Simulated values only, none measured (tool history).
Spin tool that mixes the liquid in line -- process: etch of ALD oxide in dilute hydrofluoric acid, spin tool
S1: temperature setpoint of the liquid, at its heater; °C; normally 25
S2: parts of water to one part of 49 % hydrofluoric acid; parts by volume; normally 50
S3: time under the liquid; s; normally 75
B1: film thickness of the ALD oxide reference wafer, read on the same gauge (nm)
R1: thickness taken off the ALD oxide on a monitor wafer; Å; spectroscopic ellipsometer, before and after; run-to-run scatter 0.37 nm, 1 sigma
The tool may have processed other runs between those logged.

{"run": 1, "hour": 0.0, "S1": 25, "S2": 50, "S3": 75, "B1": 90.03, "R1": 623.7}
{"run": 2, "hour": 99.7, "S1": 25, "S2": 50, "S3": 75, "B1": 90.01, "R1": 627.6}
{"run": 3, "hour": 145.5, "S1": 25, "S2": 50, "S3": 75, "B1": 89.96, "R1": 624.6}
{"run": 4, "hour": 189.6, "S1": 25, "S2": 50, "S3": 75, "B1": 89.98, "R1": 625.5}
{"run": 5, "hour": 252.9, "S1": 25, "S2": 50, "S3": 75, "B1": 90.03, "R1": 626.7}
{"run": 6, "hour": 293.8, "S1": 25, "S2": 50, "S3": 75, "B1": 89.94, "R1": 625.6}
{"run": 7, "hour": 369.8, "S1": 25, "S2": 50, "S3": 75, "B1": 89.97, "R1": 635.6}
{"run": 8, "hour": 437.2, "S1": 25, "S2": 55, "S3": 65, "B1": 90, "R1": 499.9}
{"run": 9, "hour": 527.0, "S1": 25, "S2": 55, "S3": 65, "B1": 89.99, "R1": 500.9}
{"run": 10, "hour": 577.3, "S1": 25, "S2": 50, "S3": 75, "B1": 90, "R1": 672.1}
{"run": 11, "hour": 874.9, "S1": 25, "S2": 50, "S3": 75, "B1": 90.04, "R1": 680.9}
{"run": 12, "hour": 917.6, "S1": 25, "S2": 50, "S3": 75, "B1": 90.03, "R1": 690.2}
{"run": 13, "hour": 987.7, "S1": 25, "S2": 50, "S3": 75, "B1": 89.99, "R1": 601.1}
{"run": 14, "hour": 1076.0, "S1": 25, "S2": 50, "S3": 75, "B1": 90, "R1": 609.2}
{"run": 15, "hour": 1160.5, "S1": 25, "S2": 50, "S3": 75, "B1": 89.99, "R1": 611.7}
{"run": 16, "hour": 1221.8, "S1": 23.5, "S2": 70, "S3": 90, "B1": 90.01, "R1": 485.6}
{"run": 17, "hour": 1320.8, "S1": 25, "S2": 50, "S3": 75, "B1": 89.97, "R1": 616.4}
{"run": 18, "hour": 1362.5, "S1": 21, "S2": 65, "S3": 115, "B1": 90.03, "R1": 606}
{"run": 19, "hour": 1429.1, "S1": 21.5, "S2": 65, "S3": 110, "B1": 89.99, "R1": 605.1}
{"run": 20, "hour": 1489.2, "S1": 29, "S2": 70, "S3": 115, "B1": 90.03, "R1": 781.9}
{"run": 21, "hour": 1581.6, "S1": 25, "S2": 50, "S3": 75, "B1": 90, "R1": 635.1}
{"run": 22, "hour": 1660.5, "S1": 29.5, "S2": 65, "S3": 120, "B1": 90.03, "R1": 918.4}
{"run": 23, "hour": 1728.7, "S1": 25, "S2": 50, "S3": 30, "B1": 89.95, "R1": 256.9}
{"run": 24, "hour": 1774.8, "S1": 25, "S2": 50, "S3": 75, "B1": 90.02, "R1": 642.2}
{"run": 25, "hour": 1868.4, "S1": 25, "S2": 50, "S3": 75, "B1": 89.98, "R1": 642}
{"run": 26, "hour": 1958.9, "S1": 21.5, "S2": 50, "S3": 50, "B1": 89.99, "R1": 372.6}
{"run": 27, "hour": 2040.9, "S1": 20.5, "S2": 70, "S3": 110, "B1": 90.03, "R1": 515}
{"run": 28, "hour": 2139.6, "S1": 27.5, "S2": 50, "S3": 75, "B1": 90.01, "R1": 662.4}
{"run": 29, "hour": 2215.5, "S1": 25, "S2": 50, "S3": 75, "B1": 90.01, "R1": 608}
{"run": 30, "hour": 2449.6, "S1": 28, "S2": 25, "S3": 75, "B1": 90, "R1": 1428.7}

Removed from this log: 6 entries logged between the listed runs. Between which two listed runs does each belong, and how does the tool's hidden state at the listed run before it compare with that at the listed run after it?
In the gap between runs 9 and 10: thermometer replaced (hour 576.8)
  liquid hotter than its thermometer reads (K): 1.78 -> 2.71
  measured value less the no-hidden-state value, R1: +34.7 -> +69.7 Å
In the gap between runs 10 and 11: hydrofluoric acid flow meter replaced (hour 770.6)
  liquid hotter than its thermometer reads (K): 2.71 -> 3.18
  measured value less the no-hidden-state value, R1: +69.7 -> +81.9 Å
In the gap between runs 12 and 13: thermometer replaced, repeated, since the last time left the tool worse (hour 930.9)
  liquid hotter than its thermometer reads (K): 3.25 -> 0.387
  measured value less the no-hidden-state value, R1: +84.8 -> +9.5 Å
In the gap between runs 14 and 15: gauge calibrated (hour 1112)
  liquid hotter than its thermometer reads (K): 0.527 -> 0.661
  measured value less the no-hidden-state value, R1: +13.1 -> +16.2 Å
In the gap between runs 26 and 27: thermometer replaced (hour 2020.8)
  liquid hotter than its thermometer reads (K): 1.93 -> 0.121
  measured value less the no-hidden-state value, R1: +28.8 -> +2.6 Å
In the gap between runs 28 and 29: hydrofluoric acid flow meter replaced (hour 2144.2)
  liquid hotter than its thermometer reads (K): 0.278 -> 0.398
  measured value less the no-hidden-state value, R1: +7.3 -> +9.9 Å
